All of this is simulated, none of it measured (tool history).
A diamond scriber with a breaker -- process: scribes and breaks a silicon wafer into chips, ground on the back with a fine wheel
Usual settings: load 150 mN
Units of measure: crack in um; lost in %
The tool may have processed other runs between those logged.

run     day  load  wafers since the last listed run  hours since the diamond tip was replaced  hours since the load on the tip was calibrated  incoming depth of the damage left on the back of the incoming wafer, um  crack   lost
  1       0   130                                 0                                      94.1                                          1155.9                                                                      2.3    5.9   7.62
  2   2.508   118                               172                                     154.3                                          1216.1                                                                     1.84   5.69   7.97
  3   4.112   118                               110                                     192.8                                          1254.6                                                                     1.78   5.55   8.21
  4   6.508   136                               164                                     250.3                                          1312.1                                                                     1.97   5.87   6.24
  5   7.979   136                               101                                     285.6                                          1347.4                                                                     2.97   5.93   12.7
  6   9.046   150                                73                                     311.2                                            1373                                                                     2.88   6.17    9.7
     10.321  -- diamond tip replaced by a new one
  7  10.938   129                               124                                      14.8                                          1418.4                                                                     2.55   5.18  17.07
  8    13.1   150                               148                                      66.7                                          1470.3                                                                     2.95   5.52  16.81
  9  15.675   150                               177                                     128.5                                          1532.1                                                                     2.98   5.45  18.71
 10  18.158   150                               170                                     188.1                                          1591.7                                                                     2.38   5.38  14.61
     18.388  -- diamond tip replaced by a new one, repeated, since the last time left the tool worse
 11  20.117   132                               129                                      41.5                                          1638.7                                                                     1.65   5.98   3.92
 12    21.5   132                                95                                      74.7                                          1671.9                                                                     2.82      6  10.96
 13  22.779   150                                88                                     105.4                                          1702.6                                                                     2.15   6.48   4.07
 14  24.404   135                               111                                     144.4                                          1741.6                                                                     2.78   6.16  11.06
     24.662  -- load on the tip recalibrated
 15  26.638   150                               148                                       198                                            47.4                                                                     2.84   6.32   8.95
 16  27.646   128                                69                                     222.2                                            71.6                                                                     2.18   5.72   7.55
 17  29.888   168                               154                                       276                                           125.4                                                                     2.08   6.69   4.02
 18  31.008   194                                77                                     302.9                                           152.3                                                                     1.82   7.13      3
 19  32.654   195                               113                                     342.4                                           191.8                                                                     1.67   7.31   2.58
     33.879  -- diamond tip replaced by a new one
 20  35.058   150                               159                                      28.3                                           249.5                                                                      1.5   6.62   2.62
 21   37.05   174                               137                                      76.1                                           297.3                                                                     1.83   7.35   2.99
 22  44.421   150                               507                                       253                                           474.2                                                                     1.97   6.34   4.57
 23  46.171   114                               120                                       295                                           516.2                                                                     2.09    5.4  11.82
 24  47.771   150                               110                                     333.4                                           554.6                                                                     1.98    6.3   4.76
     48.933  -- diamond tip replaced by a new one
 25  49.704   120                               127                                      18.5                                             601                                                                     1.56   5.76   5.66
 26  51.612   177                               131                                      64.3                                           646.8                                                                     2.58   7.12   4.99

For each run, the measured value with the value that run would have given without the tool's hidden condition subtracted. The run-to-run variation is shared by both, the gauge scatter possibly not:
The hidden state here: share of the diamond tip's cutting effectiveness lost through wear, %; deviation of the load on the tip from its setpoint, %.
run  crack    lost
  1  -0.34   +1.82
  2  -0.43   +2.82
  3  -0.45   +3.17
  4  -0.53   +2.35
  5  -0.56   +3.78
  6   -0.6   +2.57
  7  -1.05   +9.74
  8  -1.34    +9.4
  9  -1.51  +11.26
 10   -1.6  +10.04
 11  -0.19   +0.67
 12  -0.28   +1.85
 13  -0.37   +0.67
 14  -0.42   +2.64
 15  -0.51   +1.99
 16  -0.48   +2.65
 17  -0.61   +0.22
 18  -0.67   -1.55
 19   -0.7   -1.61
 20  -0.15   +0.13
 21  -0.35   -0.41
 22  -0.56   +1.27
 23  -0.49    +4.5
 24   -0.6   +1.43
 25   -0.2   +1.17
 26  -0.41   -0.13
